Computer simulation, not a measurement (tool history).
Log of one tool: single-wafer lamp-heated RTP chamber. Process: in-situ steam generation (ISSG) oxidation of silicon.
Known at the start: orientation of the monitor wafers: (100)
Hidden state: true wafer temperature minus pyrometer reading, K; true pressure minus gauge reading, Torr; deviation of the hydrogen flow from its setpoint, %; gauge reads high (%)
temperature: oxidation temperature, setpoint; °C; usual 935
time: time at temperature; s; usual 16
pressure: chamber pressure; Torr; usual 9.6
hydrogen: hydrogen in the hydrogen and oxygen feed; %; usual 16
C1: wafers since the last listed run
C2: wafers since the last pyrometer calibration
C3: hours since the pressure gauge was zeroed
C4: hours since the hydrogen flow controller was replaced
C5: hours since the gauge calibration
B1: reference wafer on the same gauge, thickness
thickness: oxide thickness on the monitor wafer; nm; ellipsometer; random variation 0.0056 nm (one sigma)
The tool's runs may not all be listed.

run 1 hour=0 | temperature=935 time=16 pressure=10.2 hydrogen=16 | C1=0 C2=5750 C3=5071.3 C4=2388.8 C5=146.6 | B1=3.839 | thickness=3.784
run 2 hour=17.9 | temperature=935 time=16 pressure=10.2 hydrogen=16 | C1=242 C2=5993 C3=5089.2 C4=2406.7 C5=164.5 | B1=3.84 | thickness=3.786
run 3 hour=32.5 | temperature=935 time=16 pressure=9.6 hydrogen=16 | C1=197 C2=6190 C3=5103.8 C4=2421.3 C5=179.1 | B1=3.84 | thickness=3.836
run 4 hour=44.4 | temperature=935 time=16 pressure=9.6 hydrogen=16 | C1=161 C2=6352 C3=5115.7 C4=2433.2 C5=191 | B1=3.841 | thickness=3.831
run 5 hour=58.3 | temperature=935 time=16 pressure=9.6 hydrogen=16 | C1=188 C2=6540 C3=5129.6 C4=2447.1 C5=204.9 | B1=3.841 | thickness=3.822
run 6 hour=72 | temperature=935 time=16 pressure=9.6 hydrogen=16 | C1=185 C2=6725 C3=5143.3 C4=2460.8 C5=218.6 | B1=3.84 | thickness=3.815
-- hour=80.1 hydrogen flow controller replaced
run 7 hour=80.6 | temperature=935 time=16 pressure=9.6 hydrogen=16 | C1=8 C2=6733 C3=5151.9 C4=0.5 C5=227.2 | B1=3.838 | thickness=3.829
run 8 hour=91.8 | temperature=935 time=16 pressure=9.6 hydrogen=16 | C1=151 C2=6885 C3=5163.1 C4=11.7 C5=238.4 | B1=3.839 | thickness=3.832
run 9 hour=115.8 | temperature=916 time=16 pressure=9.6 hydrogen=19 | C1=324 C2=7210 C3=5187.1 C4=35.7 C5=262.4 | B1=3.841 | thickness=3.786
run 10 hour=133.4 | temperature=935 time=16 pressure=9.6 hydrogen=23 | C1=238 C2=7448 C3=5204.7 C4=53.3 C5=280 | B1=3.84 | thickness=4.139
-- hour=153.2 pressure gauge zeroed
run 11 hour=153.7 | temperature=935 time=18 pressure=10.2 hydrogen=16 | C1=166 C2=7615 C3=0.5 C4=73.6 C5=300.3 | B1=3.841 | thickness=3.975
-- hour=154.3 gauge calibrated
-- hour=162.7 pyrometer window cleaned and pyrometer calibrated
run 12 hour=168.8 | temperature=949 time=21 pressure=10.2 hydrogen=11 | C1=96 C2=83 C3=15.6 C4=88.7 C5=14.5 | B1=3.839 | thickness=3.99
run 13 hour=183.7 | temperature=935 time=16 pressure=9.6 hydrogen=24 | C1=201 C2=284 C3=30.5 C4=103.6 C5=29.4 | B1=3.841 | thickness=4.09
run 14 hour=197 | temperature=954 time=16 pressure=9.6 hydrogen=16 | C1=180 C2=465 C3=43.8 C4=116.9 C5=42.7 | B1=3.84 | thickness=3.94
run 15 hour=205.5 | temperature=935 time=16 pressure=9.6 hydrogen=16 | C1=115 C2=580 C3=52.3 C4=125.4 C5=51.2 | B1=3.84 | thickness=3.754
run 16 hour=240.7 | temperature=935 time=21 pressure=10.2 hydrogen=16 | C1=476 C2=1056 C3=87.5 C4=160.6 C5=86.4 | B1=3.839 | thickness=4.165

Forecast each of these 4 alternatives for the next run:
run A hour=241.1 | temperature=935 time=16 pressure=9.6 hydrogen=20 | C1=5 C2=1062 C3=87.9 C4=161 C5=86.8 | B1=? | thickness=?
run B hour=241.1 | temperature=935 time=16 pressure=10.2 hydrogen=23 | C1=5 C2=1062 C3=87.9 C4=161 C5=86.8 | B1=? | thickness=?
run C hour=241.1 | temperature=949 time=16 pressure=9.6 hydrogen=11 | C1=5 C2=1062 C3=87.9 C4=161 C5=86.8 | B1=? | thickness=?
run D hour=241.1 | temperature=928 time=12 pressure=8.6 hydrogen=11 | C1=5 C2=1062 C3=87.9 C4=161 C5=86.8 | B1=? | thickness=?

run=A B1=3.841 thickness=3.951
run=B B1=3.841 thickness=4.027
run=C B1=3.841 thickness=3.613
run=D B1=3.841 thickness=3.094
Without the tool's hidden state the same runs would have given:
run=A thickness=3.915
run=B thickness=3.99
run=C thickness=3.579
run=D thickness=3.071
